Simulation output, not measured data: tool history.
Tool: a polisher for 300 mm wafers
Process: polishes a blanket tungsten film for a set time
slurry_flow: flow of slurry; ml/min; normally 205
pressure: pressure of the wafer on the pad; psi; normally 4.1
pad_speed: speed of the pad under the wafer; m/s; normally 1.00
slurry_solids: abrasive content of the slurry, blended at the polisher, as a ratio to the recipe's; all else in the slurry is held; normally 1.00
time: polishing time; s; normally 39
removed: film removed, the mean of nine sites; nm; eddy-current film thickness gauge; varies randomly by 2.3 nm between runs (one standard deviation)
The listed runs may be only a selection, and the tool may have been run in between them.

run	hour	slurry_flow	pressure	pad_speed	slurry_solids	time	incoming thickness of the incoming film, nm	removed
1	0.0	205	4.1	1.00	1.00	39	1185.0	182.1
2	40.9	205	4.1	1.00	1.00	39	1182.3	181.3
3	88.3	205	4.1	1.00	1.00	39	1163.1	178.0
# hour 142.9: worn pad replaced by a new one
4	143.4	205	4.1	1.00	1.00	39	1180.4	174.9
# hour 159.1: slurry tank refilled with fresh slurry and peroxide
# hour 159.8: slurry blender recalibrated
5	296.1	205	4.1	1.10	1.00	39	1176.6	194.9
6	322.9	205	4.1	1.10	1.00	39	1188.5	193.4
# hour 341.0: slurry nozzle cleaned
# hour 354.5: worn pad replaced by a new one
7	372.0	205	4.1	1.00	1.00	39	1172.9	166.8
# hour 374.4: slurry tank refilled with fresh slurry and peroxide
# hour 379.7: slurry blender recalibrated
8	412.6	205	4.1	1.00	1.00	39	1172.8	183.0
9	442.1	205	4.1	1.00	1.00	39	1161.9	181.6
10	494.3	205	4.1	1.00	1.00	39	1188.2	180.7
11	537.2	205	4.1	1.00	1.00	46	1177.4	203.3
# hour 572.4: worn pad replaced by a new one
12	599.0	165	4.1	1.00	1.30	39	1176.6	164.6
# hour 604.3: slurry tank refilled with fresh slurry and peroxide
# hour 610.5: slurry blender recalibrated
13	625.6	205	4.1	1.16	1.00	44	1176.9	236.9
# hour 651.3: head pressure recalibrated
14	696.1	205	4.1	1.00	1.00	39	1185.1	184.5
15	720.4	205	4.1	1.00	1.15	39	1161.6	188.3
16	753.2	230	4.1	0.70	0.85	46	1162.8	143.3
# hour 777.9: worn pad replaced by a new one, of another model than before
17	808.4	205	4.1	1.00	1.00	39	1192.2	168.6
# hour 818.7: slurry tank refilled with fresh slurry and peroxide
# hour 848.9: slurry blender recalibrated
18	851.9	165	4.1	0.78	0.80	45	1186.3	167.6
# hour 858.4: slurry nozzle cleaned
19	913.5	205	4.5	1.00	0.75	30	1184.1	137.9

What will run 20 give?
20	963.6	205	4.1	1.00	1.00	39	1203.0	?

{"run 20": {"removed": 180.8}}
Take away the tool's hidden state, keep the run-to-run variation as it was, and the same run would have given removed 187.9 nm.

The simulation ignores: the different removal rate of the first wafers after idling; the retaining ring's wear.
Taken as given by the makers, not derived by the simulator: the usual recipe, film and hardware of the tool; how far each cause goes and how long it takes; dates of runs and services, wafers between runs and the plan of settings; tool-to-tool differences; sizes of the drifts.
